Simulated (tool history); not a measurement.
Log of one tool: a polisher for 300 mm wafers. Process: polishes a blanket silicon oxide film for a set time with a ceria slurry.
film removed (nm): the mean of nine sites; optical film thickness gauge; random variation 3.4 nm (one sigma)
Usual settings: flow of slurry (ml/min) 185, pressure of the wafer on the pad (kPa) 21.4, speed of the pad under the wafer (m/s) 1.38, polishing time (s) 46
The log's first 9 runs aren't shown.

run	day	flow of slurry (ml/min)	pressure of the wafer on the pad (kPa)	speed of the pad under the wafer (m/s)	polishing time (s)	incoming thickness of the incoming film, nm	film removed (nm)
10	10.275	185	19.3	1.38	46	772.6	194.2
11	10.954	185	19.3	1.38	46	781.8	198.3
12	11.525	185	21.4	1.38	46	763.1	220.6
# day 11.975: worn pad replaced by a new one
13	13.017	185	21.4	1.38	46	768.1	220.7
14	13.983	185	21.4	1.38	46	786.1	219.7
15	15.404	185	21.4	1.38	46	765.2	220.2
16	16.446	185	21.4	1.38	51	758.7	238.7
17	17.071	185	21.4	1.38	46	770.6	216.8
# day 17.583: head pressure recalibrated
# day 18.258: worn pad replaced by a new one
18	18.288	140	15.2	1.84	60	767.9	292.4
19	18.812	185	17.9	1.38	53	766.0	240.2
20	19.954	140	21.4	1.66	46	762.6	289.8
21	20.721	210	21.4	1.38	46	766.9	247.4
# day 21.546: slurry nozzle cleaned
22	21.933	185	26.2	1.38	57	771.9	377.9
23	22.708	185	24.1	1.38	40	761.4	237.4
24	24.133	250	24.1	1.12	50	778.3	242.8
# day 24.904: worn pad replaced by a new one
25	24.925	185	21.4	1.38	46	780.7	234.5
26	25.692	130	21.4	1.38	61	758.4	301.1
27	26.233	185	25.5	1.58	46	760.4	316.8
28	27.550	220	16.5	1.24	51	769.5	183.0
29	28.138	185	21.4	1.38	46	763.1	234.1
30	29.179	185	27.6	1.80	46	764.1	387.3
# day 30.496: worn pad replaced by a new one
31	30.517	185	21.4	1.38	46	773.3	231.8
32	31.729	185	21.4	1.64	40	769.3	231.4

4 ways to go on from here, each from the tool as it stands after run 32. What would each give?
A	31.746	185	21.4	1.38	46	773.0	?
B	31.746	135	19.3	0.94	34	773.0	?
C	31.746	185	21.4	1.14	33	773.0	?
D	31.746	155	21.4	1.38	46	773.0	?

run	film removed (nm)
A	229.9
B	98.5
C	136.2
D	223.0
Without the tool's hidden state the same runs would have given:
run	film removed (nm)
A	251.0
B	107.6
C	148.7
D	243.4
